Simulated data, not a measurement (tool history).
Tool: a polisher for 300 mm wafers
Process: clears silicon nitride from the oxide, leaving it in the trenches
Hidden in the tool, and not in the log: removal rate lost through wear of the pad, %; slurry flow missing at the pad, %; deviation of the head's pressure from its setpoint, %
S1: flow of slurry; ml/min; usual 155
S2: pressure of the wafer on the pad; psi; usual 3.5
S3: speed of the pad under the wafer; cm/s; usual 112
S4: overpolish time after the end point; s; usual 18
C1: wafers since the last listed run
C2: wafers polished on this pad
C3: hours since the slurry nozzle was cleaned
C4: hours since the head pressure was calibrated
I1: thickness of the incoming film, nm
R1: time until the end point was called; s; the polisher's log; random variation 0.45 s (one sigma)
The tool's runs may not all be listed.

run,hour,S1,S2,S3,S4,C1,C2,C3,C4,I1,R1
1,0,155,3.5,112,18,0,616,817.5,1344.5,161.2,108.4
2,9.3,155,3.5,112,18,38,654,826.8,1353.8,159.9,108.3
3,19.5,155,3.5,112,18,41,696,837,1364,158,106.5
4,27.5,155,3.5,112,18,32,729,845,1372,160.8,108.8
5,40.9,155,3.5,112,18,55,784,858.4,1385.4,159.5,108.4
# hour 57: head pressure recalibrated
6,58.6,155,3.5,112,18,64,848,876.1,1.6,159.7,123.5
7,66.1,155,3.5,112,18,30,879,883.6,9.1,160.2,123.5
8,74.3,155,3.5,112,18,33,913,891.8,17.3,159.2,123.8
# hour 83: worn pad replaced by a new one
9,83.5,175,2.6,112,18,21,1,901,26.5,160,164
# hour 91: slurry nozzle cleaned
10,99.2,155,3.5,112,18,60,62,8.2,42.2,160.7,114
11,109.1,135,4.1,78,21,40,102,18.1,52.1,161.6,143.8
12,126.3,155,3.5,112,18,70,173,35.3,69.3,156.8,111.4
13,134.8,155,3.5,100,26,34,208,43.8,77.8,159.7,127.1
14,145.7,155,3.5,150,18,44,253,54.7,88.7,161.3,85.8
15,156.8,105,4.3,138,18,45,298,65.8,99.8,159.9,78.3
16,174.2,170,2.4,112,18,71,370,83.2,117.2,160.1,162.7

5 ways to go on from here, each from the tool as it stands after run 16. What would each give?
A,174.7,155,3.5,112,18,2,372,83.7,117.7,158.7,?
B,174.7,135,2.4,86,8,2,372,83.7,117.7,158.7,?
C,174.7,155,4,112,18,2,372,83.7,117.7,158.7,?
D,174.7,195,3.5,112,18,2,372,83.7,117.7,158.7,?
E,174.7,140,3.5,112,23,2,372,83.7,117.7,158.7,?

run,R1
A,111.6
B,215.8
C,97.6
D,108.5
E,113.1
Without the tool's hidden state the same runs would have given:
run,R1
A,110.4
B,213.4
C,96.6
D,107.4
E,111.8
